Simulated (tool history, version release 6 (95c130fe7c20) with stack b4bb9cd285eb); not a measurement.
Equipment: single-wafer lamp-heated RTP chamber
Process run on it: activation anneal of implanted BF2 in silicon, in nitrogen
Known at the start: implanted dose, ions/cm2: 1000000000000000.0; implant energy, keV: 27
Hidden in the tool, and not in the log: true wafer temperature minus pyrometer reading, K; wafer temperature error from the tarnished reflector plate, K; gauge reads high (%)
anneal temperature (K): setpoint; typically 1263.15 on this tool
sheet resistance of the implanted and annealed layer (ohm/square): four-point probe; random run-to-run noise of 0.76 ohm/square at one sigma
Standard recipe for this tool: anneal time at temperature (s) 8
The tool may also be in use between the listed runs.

run	hour	anneal temperature (K)	anneal time at temperature (s)	wafers since the last listed run	wafers since the last pyrometer calibration	wafers since the reflector plate was cleaned	hours since the gauge calibration	read-back reference wafer on the same gauge, sheet resistance	sheet resistance of the implanted and annealed layer (ohm/square)
1	0	1263.15	8	0	2018	13076	408.4	182.99	183.59
2	19.2	1263.15	8	213	2231	13290	427.6	183.06	184.41
3	36	1263.15	10	186	2418	13476	444.4	183.16	179.43
4	60.9	1285.15	8	276	2694	13752	469.3	183.02	164.47
5	89.9	1246.15	5	321	3016	14074	498.3	182.99	204.14
6	118.3	1246.15	5	315	3331	14389	526.7	183.06	204.85
7	148.4	1246.15	5	334	3665	14723	556.8	182.69	203.72
8	168.9	1263.15	8	227	3893	14951	577.3	183.07	183.08
9	189.8	1263.15	8	231	4125	15183	598.2	183.32	183.25
# hour 208: reflector plate cleaned
10	219.4	1263.15	6	239	4364	126	627.8	183.09	185.99
# hour 247.5: pyrometer window cleaned and pyrometer calibrated
11	248	1263.15	11	228	5	355	656.4	182.81	180.65
12	261.5	1253.15	4	149	155	505	669.9	182.98	199.82
13	278.4	1250.15	8	187	343	692	686.8	182.81	197.33
14	309	1254.15	4	339	682	1032	717.4	182.85	197.4
15	405.4	1263.15	8	1069	1752	2102	813.8	182.8	184.42
16	418.4	1236.15	10	144	1897	2246	826.8	182.97	209.51
17	442.7	1272.15	11	269	2166	2515	851.1	183.11	169.7
18	460.8	1263.15	8	200	2367	2716	869.2	183.05	182.94
19	487.5	1278.15	5	296	2663	3013	895.9	183.15	175.66
20	505	1263.15	8	194	2858	3207	913.4	183	182.14
21	525	1239.15	12	221	3080	3429	933.4	183.21	205.88
# hour 528.4: gauge calibrated
22	552.5	1263.15	8	305	3385	3734	24.1	183.02	182.91
23	582.7	1249.15	3	335	3720	4069	54.3	182.94	201.81
24	616.1	1263.15	8	370	4091	4440	87.7	183.29	181.83
# hour 654.8: pyrometer window cleaned and pyrometer calibrated
25	655.3	1281.15	6	346	5	4786	126.9	183.14	170.92
26	669.6	1288.15	13	158	164	4945	141.2	183.11	155.75
27	688.5	1239.15	4	209	374	5155	160.1	182.94	212.64
28	722	1263.15	8	371	745	5526	193.6	182.88	183.35
29	738.9	1272.15	8	187	933	5714	210.5	183.06	175.2
30	761.1	1240.15	6	246	1179	5960	232.7	182.96	209.07
31	783.9	1237.15	5	253	1432	6213	255.5	183.08	213.96
32	811.3	1275.15	4	304	1736	6517	282.9	182.93	179.11
33	825.5	1234.15	10	157	1894	6675	297.1	182.97	211.18
34	904.7	1255.15	4	878	2773	7554	376.3	183.15	196.16
35	929.4	1242.15	8	274	3047	7828	401	182.9	205.32
36	950.8	1263.15	8	237	3285	8066	422.4	182.96	182.45

Entry by entry between the runs, the difference in hidden state between the last listed run before and the first listed run after:
Between runs 9 and 10: reflector plate cleaned (hour 208)
  no hidden state differs between the two runs
Between runs 10 and 11: pyrometer window cleaned and pyrometer calibrated (hour 247.5)
  no hidden state differs between the two runs
Between runs 21 and 22: gauge calibrated (hour 528.4)
  no hidden state differs between the two runs
Between runs 24 and 25: pyrometer window cleaned and pyrometer calibrated (hour 654.8)
  no hidden state differs between the two runs
